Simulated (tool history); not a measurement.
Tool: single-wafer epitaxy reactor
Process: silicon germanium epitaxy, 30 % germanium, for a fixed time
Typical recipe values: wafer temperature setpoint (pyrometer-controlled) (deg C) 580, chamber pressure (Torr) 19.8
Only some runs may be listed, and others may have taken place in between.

run	hour	wafer temperature setpoint (pyrometer-controlled) (deg C)	chamber pressure (Torr)	wafers since the last listed run	hours since the last pyrometer calibration	hours since the last manometer calibration	hours since the showerhead was replaced	hours since the gauge calibration	read-back reference wafer on the same gauge, thickness_nm	mean film thickness on the monitor wafer (Å)
1	0	580	19.8	0	1058.5	1227.5	4525.2	1111.1	40.151	410.07
2	66.8	591	19.8	1566	1125.3	1294.3	4592	1177.9	40.233	504.71
3	147.6	587	21.1	1894	1206.1	1375.1	4672.8	1258.7	40.144	476.13
4	240.6	587	21.1	2181	1299.1	1468.1	4765.8	1351.7	40.207	470.43
5	288	587	21.1	1111	1346.5	1515.5	4813.2	1399.1	40.3	471.5
6	498.1	580	19.8	4927	1556.6	1725.6	5023.3	1609.2	40.082	400.44
# hour 511.1: showerhead replaced, of another model than before
7	733.1	570	19.8	5323	1791.6	1960.6	222	1844.2	40.27	322.32
8	813.8	570	19.8	1892	1872.3	2041.3	302.7	1924.9	40.319	321
# hour 904.9: pyrometer calibrated
9	910.4	570	19.8	2077	5.5	2137.9	399.3	2021.5	40.261	347.28
10	997.5	580	16.4	2042	92.6	2225	486.4	2108.6	40.343	398.91
11	1050.5	580	21.5	1242	145.6	2278	539.4	2161.6	40.203	439.59
12	1127.8	580	19.8	1812	222.9	2355.3	616.7	2238.9	40.263	421.48
13	1171.2	580	21.5	1017	266.3	2398.7	660.1	2282.3	40.255	430.18
14	1269.4	580	19.8	2303	364.5	2496.9	758.3	2380.5	40.155	419.04
15	1362.6	580	19.8	2185	457.7	2590.1	851.5	2473.7	40.242	419.86
16	1426.3	567	17.6	1493	521.4	2653.8	915.2	2537.4	40.292	309.7
17	1513.5	566	22.2	2045	608.6	2741	1002.4	2624.6	40.143	328.92
# hour 1554.9: capacitance manometer re-zeroed and calibrated
18	1572.6	590	22.9	1198	667.7	17.7	1061.5	2683.7	40.155	528.89
19	1653.2	591	15.2	1890	748.3	98.3	1142.1	2764.3	40.139	472.9
20	1691.7	589	23.5	902	786.8	136.8	1180.6	2802.8	40.227	528.22
21	1774.5	588	16.2	1941	869.6	219.6	1263.4	2885.6	40.198	455.73
# hour 1777.3: gauge calibrated
22	1817.9	593	15.6	1017	913	263	1306.8	40.6	40.231	496.13
23	1862.9	580	19.8	1055	958	308	1351.8	85.6	40.186	411.37
24	1952	566	22	2089	1047.1	397.1	1440.9	174.7	40.233	324.85
25	2022.4	580	15.3	1651	1117.5	467.5	1511.3	245.1	40.219	378.79
26	2066.5	595	23.3	1034	1161.6	511.6	1555.4	289.2	40.166	575.73
27	2140.4	580	19.8	1733	1235.5	585.5	1629.3	363.1	40.256	406.2
28	2229.8	590	17.5	2096	1324.9	674.9	1718.7	452.5	40.266	474.27
29	2272.7	580	21.7	1006	1367.8	717.8	1761.6	495.4	40.247	420.12
30	2350.2	580	19.8	1817	1445.3	795.3	1839.1	572.9	40.235	404.89
31	2445.1	589	19.8	2225	1540.2	890.2	1934	667.8	40.166	479.84
32	2518.3	580	15.5	1716	1613.4	963.4	2007.2	741	40.262	368.44
# hour 2560.4: pyrometer calibrated
33	2583	574	16.7	1329	22.6	1028.1	2071.9	805.7	40.158	351.68
34	2643.2	580	19.8	1411	82.8	1088.3	2132.1	865.9	40.222	416.49
35	2741.5	593	15.6	2305	181.1	1186.6	2230.4	964.2	40.201	498.37

Table of differences, measured result less the result of that run with no hidden state. Run-to-run variation is the same in both. Gauge scatter possibly is not:
Hidden state present: wafer temperature above the value expected at the setpoint (K); true pressure above the setpoint (%); gauge reads high (%).
run	mean film thickness on the monitor wafer (Å)
1	-7.88
2	-10.95
3	-12.28
4	-14.4
5	-15.67
6	-18.74
7	-21.11
8	-23.17
9	+4.02
10	+4.45
11	+4.78
12	+4.35
13	+4.25
14	+3.61
15	+2.97
16	+1.85
17	+1.29
18	+1.17
19	-0.02
20	-0.65
21	-1.82
22	-2.72
23	-3.04
24	-3.72
25	-5.39
26	-9.06
27	-8.12
28	-11.48
29	-11.44
30	-12.88
31	-17.76
32	-15.76
33	+0.12
34	+0.09
35	-0.16
